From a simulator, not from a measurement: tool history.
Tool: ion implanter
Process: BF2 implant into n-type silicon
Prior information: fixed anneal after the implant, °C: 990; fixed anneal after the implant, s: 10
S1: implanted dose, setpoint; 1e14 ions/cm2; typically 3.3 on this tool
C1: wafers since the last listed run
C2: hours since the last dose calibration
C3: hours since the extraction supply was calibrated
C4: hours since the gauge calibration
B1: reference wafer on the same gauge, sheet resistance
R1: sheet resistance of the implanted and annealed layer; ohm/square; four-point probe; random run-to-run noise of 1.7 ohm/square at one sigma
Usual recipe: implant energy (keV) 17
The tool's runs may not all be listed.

run 1 hour=0 | S1=3.3 implant_energy_(keV)=17 | C1=0 C2=135.1 C3=4810.3 C4=261.9 | B1=376.02 | R1=378.39
run 2 hour=69.6 | S1=3.3 implant_energy_(keV)=17 | C1=1633 C2=204.7 C3=4879.9 C4=331.5 | B1=375.99 | R1=379.86
run 3 hour=106.1 | S1=3.3 implant_energy_(keV)=17 | C1=856 C2=241.2 C3=4916.4 C4=368 | B1=376.16 | R1=377.13
run 4 hour=141.9 | S1=3.3 implant_energy_(keV)=17 | C1=840 C2=277 C3=4952.2 C4=403.8 | B1=375.83 | R1=380.44
run 5 hour=204.6 | S1=3.3 implant_energy_(keV)=17 | C1=1471 C2=339.7 C3=5014.9 C4=466.5 | B1=376.43 | R1=377.16
run 6 hour=258.5 | S1=3.3 implant_energy_(keV)=20 | C1=1265 C2=393.6 C3=5068.8 C4=520.4 | B1=375.84 | R1=368.41
run 7 hour=326.9 | S1=3.3 implant_energy_(keV)=20 | C1=1605 C2=462 C3=5137.2 C4=588.8 | B1=376 | R1=368.86
run 8 hour=393 | S1=3.3 implant_energy_(keV)=20 | C1=1551 C2=528.1 C3=5203.3 C4=654.9 | B1=376.27 | R1=374.01
-- hour=433.5 gauge calibrated
run 9 hour=451.3 | S1=3.3 implant_energy_(keV)=15.5 | C1=1368 C2=586.4 C3=5261.6 C4=17.8 | B1=376.14 | R1=385.54
run 10 hour=508.1 | S1=3.3 implant_energy_(keV)=17 | C1=1333 C2=643.2 C3=5318.4 C4=74.6 | B1=376.13 | R1=382.59
run 11 hour=557.4 | S1=3.3 implant_energy_(keV)=17 | C1=1157 C2=692.5 C3=5367.7 C4=123.9 | B1=375.75 | R1=381.27
run 12 hour=582.6 | S1=3.3 implant_energy_(keV)=17 | C1=591 C2=717.7 C3=5392.9 C4=149.1 | B1=376.19 | R1=377.73
run 13 hour=620.8 | S1=3.3 implant_energy_(keV)=17 | C1=896 C2=755.9 C3=5431.1 C4=187.3 | B1=375.78 | R1=379.68
run 14 hour=649.6 | S1=2.77 implant_energy_(keV)=13 | C1=676 C2=784.7 C3=5459.9 C4=216.1 | B1=375.81 | R1=459
-- hour=679.4 Faraday cup replaced and dose calibrated
run 15 hour=692.9 | S1=3.3 implant_energy_(keV)=22 | C1=828 C2=13.5 C3=5503.2 C4=259.4 | B1=376.02 | R1=363.74
-- hour=710 extraction supply calibrated
run 16 hour=720.1 | S1=2.66 implant_energy_(keV)=15 | C1=450 C2=40.7 C3=10.1 C4=286.6 | B1=375.8 | R1=451.22
run 17 hour=745.1 | S1=3.62 implant_energy_(keV)=17 | C1=586 C2=65.7 C3=35.1 C4=311.6 | B1=375.75 | R1=354.67
run 18 hour=808.5 | S1=3.3 implant_energy_(keV)=17 | C1=1488 C2=129.1 C3=98.5 C4=375 | B1=376.13 | R1=377.15
run 19 hour=850 | S1=3.58 implant_energy_(keV)=19.5 | C1=974 C2=170.6 C3=140 C4=416.5 | B1=375.95 | R1=351.78
run 20 hour=902.9 | S1=3.3 implant_energy_(keV)=21.5 | C1=1241 C2=223.5 C3=192.9 C4=469.4 | B1=376.41 | R1=367.08
run 21 hour=952.7 | S1=2.37 implant_energy_(keV)=14.5 | C1=1168 C2=273.3 C3=242.7 C4=519.2 | B1=376.03 | R1=502.83
run 22 hour=979 | S1=2.35 implant_energy_(keV)=13 | C1=617 C2=299.6 C3=269 C4=545.5 | B1=376.13 | R1=515.85
run 23 hour=1011.2 | S1=3.97 implant_energy_(keV)=19 | C1=755 C2=331.8 C3=301.2 C4=577.7 | B1=376.17 | R1=327.98
run 24 hour=1064.1 | S1=3.3 implant_energy_(keV)=17 | C1=1241 C2=384.7 C3=354.1 C4=630.6 | B1=375.82 | R1=380.19

Below, each run's measurement less what the same run would have read without the hidden state. Both values contain the same run-to-run variation, but the gauge's scatter may not be the same in both:
The tool's hidden condition here consists of: deviation of the true dose from the Faraday cup's reading, %; deviation of the true energy from its setpoint, %; gauge reads high (%).
run=1 R1=+0.1
run=2 R1=+0.68
run=3 R1=+0.98
run=4 R1=+1.29
run=5 R1=+1.8
run=6 R1=+2.37
run=7 R1=+2.97
run=8 R1=+3.6
run=9 R1=+3.81
run=10 R1=+4.42
run=11 R1=+4.83
run=12 R1=+4.99
run=13 R1=+5.35
run=14 R1=+7.03
run=15 R1=+0.59
run=16 R1=+1.03
run=17 R1=+0.86
run=18 R1=+1.51
run=19 R1=+1.74
run=20 R1=+2.47
run=21 R1=+4.27
run=22 R1=+4.62
run=23 R1=+2.57
run=24 R1=+3.68

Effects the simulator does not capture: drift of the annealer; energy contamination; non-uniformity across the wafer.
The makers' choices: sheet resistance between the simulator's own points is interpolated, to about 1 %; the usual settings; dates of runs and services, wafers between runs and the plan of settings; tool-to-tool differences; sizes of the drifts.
